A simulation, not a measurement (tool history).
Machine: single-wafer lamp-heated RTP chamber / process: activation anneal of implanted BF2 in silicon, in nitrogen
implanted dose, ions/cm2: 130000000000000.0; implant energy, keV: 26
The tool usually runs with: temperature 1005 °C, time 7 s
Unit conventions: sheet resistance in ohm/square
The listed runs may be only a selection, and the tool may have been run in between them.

run	hour	temperature	time	wafers since the last listed run	wafers since the last pyrometer calibration	wafers since the reflector plate was cleaned	hours since the gauge calibration	read-back reference wafer on the same gauge, sheet resistance	sheet resistance
1	0	1014	7	0	847	4408	53.5	768.56	726.74
2	26.5	1014	7	297	1144	4705	80	767.89	726.59
3	42.1	1014	7	174	1319	4880	95.6	767.71	726.25
4	55.4	1005	7	149	1468	5029	108.9	768.09	728.61
5	69.9	1005	7	162	1631	5192	123.4	767.99	728.55
6	101	1018	9	348	1980	5541	154.5	768.12	723.7
7	136.9	1005	10	402	2383	5944	190.4	767.86	728.97
8	151	1005	6	158	2541	6102	204.5	768.05	730.91
9	164.7	1005	6	153	2695	6255	218.2	767.59	729.2
10	189.1	1005	7	273	2968	6529	242.6	768	730.5
11	213.9	1025	7	278	3246	6807	267.4	767.95	724.03
12	260.5	1025	7	522	3769	7330	314	768.08	726.81
13	292.7	1025	7	361	4130	7691	346.2	768.56	724.41
14	310.9	1005	7	204	4335	7895	364.4	767.65	727.73
# hour 337.7: reflector plate cleaned
15	342.3	1005	7	262	4597	52	395.8	767.75	727.58
16	376.8	1005	7	387	4984	439	430.3	767.56	727.78
17	393.7	1005	11	189	5174	628	447.2	767.93	724.8
18	498.5	995	7	1175	6349	1804	552	767.93	732.2
19	512.7	1023	3	159	6508	1963	566.2	768.33	728.81
20	527.4	1005	7	164	6673	2128	580.9	768.21	727.61
# hour 552.2: pyrometer window cleaned and pyrometer calibrated
21	557.2	985	3	244	56	2372	610.7	768.5	738.79
22	596.5	981	5	440	497	2813	650	768.09	739.01
23	679.6	1005	7	932	1429	3746	733.1	768.48	728.86
24	698.9	1005	7	216	1646	3962	752.4	768.15	728.81
# hour 703.2: gauge calibrated
25	713.1	992	11	159	1805	4121	9.9	767.84	729.84
26	734.3	981	10	237	2043	4359	31.1	767.7	737.32
27	749.7	991	4	172	2215	4532	46.5	768.31	736.18
28	769.4	1017	4	220	2436	4753	66.2	767.93	728.86
29	793.8	1031	11	273	2710	5027	90.6	768.06	723.28
30	825.7	990	7	357	3068	5384	122.5	767.86	732.99
31	858.2	978	7	364	3433	5749	155	767.82	740.39
32	884.8	1005	7	298	3731	6047	181.6	767.82	729.08
33	905.8	978	5	235	3966	6283	202.6	767.75	740.58
34	937	979	4	349	4316	6633	233.8	767.92	742.25
35	972.1	1022	5	393	4710	7027	268.9	767.91	725.89
36	988.2	977	3	180	4891	7207	285	767.62	744.53
37	1017.9	1005	9	333	5224	7540	314.7	768.53	727.25
# hour 1026.1: reflector plate cleaned
38	1048.4	997	10	252	5476	249	345.2	767.48	728.34

Across each entry between runs, compare the hidden state at the last listed run before it with the hidden state at the first listed run after it:
In the gap between runs 14 and 15: reflector plate cleaned (hour 337.7)
  no difference in the tool's unlogged condition between these two runs
In the gap between runs 20 and 21: pyrometer window cleaned and pyrometer calibrated (hour 552.2)
  no difference in the tool's unlogged condition between these two runs
In the gap between runs 24 and 25: gauge calibrated (hour 703.2)
  no difference in the tool's unlogged condition between these two runs
In the gap between runs 37 and 38: reflector plate cleaned (hour 1026.1)
  no difference in the tool's unlogged condition between these two runs
